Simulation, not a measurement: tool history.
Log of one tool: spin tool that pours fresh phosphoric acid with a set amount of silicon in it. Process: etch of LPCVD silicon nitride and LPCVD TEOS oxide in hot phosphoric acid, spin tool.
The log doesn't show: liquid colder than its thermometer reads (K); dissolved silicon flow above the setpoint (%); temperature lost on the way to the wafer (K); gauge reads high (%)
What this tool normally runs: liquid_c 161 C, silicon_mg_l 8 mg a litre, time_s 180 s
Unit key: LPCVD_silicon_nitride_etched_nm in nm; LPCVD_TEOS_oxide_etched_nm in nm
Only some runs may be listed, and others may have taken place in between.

| run | hour | liquid_c | silicon_mg_l | time_s | wafers since the last listed run | hours since the thermometer was replaced | hours since the dissolved silicon flow meter was replaced | hours since the heated supply line was repaired | hours since the gauge calibration | read-back film thickness of the LPCVD silicon nitride reference wafer, read on the same gauge (nm) | read-back film thickness of the LPCVD TEOS oxide reference wafer, read on the same gauge (nm) | LPCVD_silicon_nitride_etched_nm | LPCVD_TEOS_oxide_etched_nm |
|---|---|---|---|---|---|---|---|---|---|---|---|---|---|
| 1 | 0 | 161 | 8 | 180 | 0 | 72.9 | 400.6 | 310.4 | 767.2 | 109.99 | 70.004 | 17.63 | 1.034 |
| 2 | 18.2 | 161 | 12 | 130 | 124 | 91.1 | 418.8 | 328.6 | 785.4 | 110 | 69.986 | 12.57 | 0.661 |
| 3 | 31.6 | 161 | 8 | 180 | 91 | 104.5 | 432.2 | 342 | 798.8 | 110.02 | 69.994 | 17.83 | 1.034 |
| 4 | 43.7 | 161 | 8 | 180 | 82 | 116.6 | 444.3 | 354.1 | 810.9 | 110.02 | 69.968 | 17.72 | 0.975 |
|  | 47.1 | gauge calibrated |
|  | 51.3 | dissolved silicon flow meter replaced |
| 5 | 65.3 | 161 | 8 | 180 | 140 | 138.2 | 14 | 375.7 | 18.2 | 109.99 | 69.996 | 17.61 | 0.961 |
| 6 | 101.1 | 158.5 | 3 | 180 | 244 | 174 | 49.8 | 411.5 | 54 | 110 | 70.022 | 16.18 | 0.89 |
| 7 | 124.4 | 163.5 | 2.5 | 220 | 159 | 197.3 | 73.1 | 434.8 | 77.3 | 110 | 70.023 | 23.04 | 1.633 |
| 8 | 158.6 | 159.5 | 10.5 | 240 | 233 | 231.5 | 107.3 | 469 | 111.5 | 110.01 | 70.024 | 22.29 | 1.111 |
| 9 | 193.3 | 161 | 8 | 180 | 236 | 266.2 | 142 | 503.7 | 146.2 | 110.01 | 69.977 | 17.45 | 1.01 |
| 10 | 216 | 161 | 8 | 180 | 154 | 288.9 | 164.7 | 526.4 | 168.9 | 110 | 69.97 | 17.41 | 0.976 |
| 11 | 235.2 | 158.5 | 8 | 130 | 131 | 308.1 | 183.9 | 545.6 | 188.1 | 109.98 | 69.979 | 11.51 | 0.607 |
| 12 | 258.1 | 158.5 | 11.5 | 125 | 156 | 331 | 206.8 | 568.5 | 211 | 110 | 70.043 | 11.19 | 0.502 |
| 13 | 273.1 | 161 | 8 | 180 | 102 | 346 | 221.8 | 583.5 | 226 | 110.01 | 70.017 | 17.24 | 1.009 |
| 14 | 307 | 160 | 12 | 115 | 231 | 379.9 | 255.7 | 617.4 | 259.9 | 110 | 69.997 | 10.7 | 0.515 |
| 15 | 331 | 162.5 | 12.5 | 100 | 163 | 403.9 | 279.7 | 641.4 | 283.9 | 110 | 70.019 | 10.01 | 0.552 |
| 16 | 348.6 | 159.5 | 13 | 180 | 120 | 421.5 | 297.3 | 659 | 301.5 | 110.01 | 70.01 | 16.55 | 0.761 |
| 17 | 363.7 | 158.5 | 5 | 180 | 103 | 436.6 | 312.4 | 674.1 | 316.6 | 110 | 69.986 | 15.66 | 0.839 |
| 18 | 386.1 | 161 | 8 | 180 | 152 | 459 | 334.8 | 696.5 | 339 | 109.99 | 69.986 | 17.05 | 0.938 |
| 19 | 421.8 | 161 | 8 | 180 | 243 | 494.7 | 370.5 | 732.2 | 374.7 | 110.02 | 70.002 | 17.09 | 0.911 |
| 20 | 451.2 | 158.5 | 8 | 180 | 200 | 524.1 | 399.9 | 761.6 | 404.1 | 109.99 | 70.003 | 15.59 | 0.79 |
| 21 | 479.6 | 159.5 | 8 | 105 | 193 | 552.5 | 428.3 | 790 | 432.5 | 109.99 | 70.028 | 9.44 | 0.478 |

Each row is a separate what-if for the run after 21, all from the same tool condition, not one after another. Results?
| A | 480.1 | 161 | 8 | 180 | 3 | 553 | 428.8 | 790.5 | 433 | ? | ? | ? | ? |
| B | 480.1 | 161 | 3 | 75 | 3 | 553 | 428.8 | 790.5 | 433 | ? | ? | ? | ? |
| C | 480.1 | 164 | 8 | 90 | 3 | 553 | 428.8 | 790.5 | 433 | ? | ? | ? | ? |
| D | 480.1 | 160 | 8 | 180 | 3 | 553 | 428.8 | 790.5 | 433 | ? | ? | ? | ? |
| E | 480.1 | 161 | 11.5 | 260 | 3 | 553 | 428.8 | 790.5 | 433 | ? | ? | ? | ? |

| run | read-back film thickness of the LPCVD silicon nitride reference wafer, read on the same gauge (nm) | read-back film thickness of the LPCVD TEOS oxide reference wafer, read on the same gauge (nm) | LPCVD_silicon_nitride_etched_nm | LPCVD_TEOS_oxide_etched_nm |
|---|---|---|---|---|
| A | 109.99 | 69.985 | 17.28 | 0.931 |
| B | 109.99 | 69.985 | 7.2 | 0.429 |
| C | 109.99 | 69.985 | 9.55 | 0.581 |
| D | 109.99 | 69.985 | 16.7 | 0.864 |
| E | 109.99 | 69.985 | 24.96 | 1.244 |
Had the tool no hidden state, the same runs would have come out as:
| run | LPCVD_silicon_nitride_etched_nm | LPCVD_TEOS_oxide_etched_nm |
|---|---|---|
| A | 18.44 | 1.074 |
| B | 7.68 | 0.495 |
| C | 10.19 | 0.669 |
| D | 17.83 | 0.998 |
| E | 26.64 | 1.436 |

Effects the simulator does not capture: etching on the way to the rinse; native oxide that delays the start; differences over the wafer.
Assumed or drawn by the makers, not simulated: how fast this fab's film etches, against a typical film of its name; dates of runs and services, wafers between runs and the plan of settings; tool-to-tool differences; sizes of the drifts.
